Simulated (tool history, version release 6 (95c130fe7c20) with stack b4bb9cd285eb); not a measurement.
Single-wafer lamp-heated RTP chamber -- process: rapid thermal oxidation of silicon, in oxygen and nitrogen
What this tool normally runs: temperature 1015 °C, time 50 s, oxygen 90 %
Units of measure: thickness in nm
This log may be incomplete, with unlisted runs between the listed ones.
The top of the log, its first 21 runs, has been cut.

run	hour	temperature	time	oxygen	wafers since the last listed run	wafers since the last pyrometer calibration	hours since the oxygen flow controller was replaced	hours since the gauge calibration	read-back reference wafer on the same gauge, thickness	thickness
22	1667.1	1015	31	75	646	651	2307.9	2006.5	5.389	4.446
23	1773.6	1006	31	90	957	1608	2414.4	2113.0	5.392	4.454
# hour 1875.9: oxygen flow controller replaced
24	1876.4	1015	73	98	852	2460	0.5	2215.8	5.391	7.064
25	1950.9	1015	50	90	669	3130	75.0	2290.3	5.389	5.827
# hour 1959.5: gauge calibrated
26	2007.7	997	27	72	510	3641	131.8	48.2	5.388	3.703
27	2072.7	1015	32	90	584	4225	196.8	113.2	5.389	4.807
28	2146.4	1025	68	66	662	4888	270.5	186.9	5.391	6.416
29	2216.5	1015	50	90	630	5518	340.6	257.0	5.389	5.824
# hour 2287.1: pyrometer window cleaned and pyrometer calibrated
30	2309.7	1015	28	90	765	203	433.8	350.2	5.388	4.522
31	2388.1	994	34	67	704	907	512.2	428.6	5.391	3.867
32	2496.1	1015	32	90	970	1878	620.2	536.6	5.391	4.806
33	2562.5	997	50	76	596	2475	686.6	603.0	5.392	4.831
34	2645.3	1015	29	90	744	3220	769.4	685.8	5.388	4.604
35	2685.4	1015	50	90	360	3580	809.5	725.9	5.390	5.822
36	2763.9	1024	50	98	705	4286	888.0	804.4	5.389	6.372
37	2903.4	997	67	77	1254	5540	1027.5	943.9	5.389	5.510

Branching from run 37: 3 alternative next runs. What would each branch give?
A	2903.8	1015	50	68	3	5544	1027.9	944.3	?	?
B	2903.8	1034	31	90	3	5544	1027.9	944.3	?	?
C	2903.8	988	50	98	3	5544	1027.9	944.3	?	?

run	read-back reference wafer on the same gauge, thickness	thickness
A	5.393	5.290
B	5.393	5.424
C	5.393	4.942
Had the tool no hidden state, the same runs would have come out as:
run	thickness
A	5.241
B	5.375
C	4.895
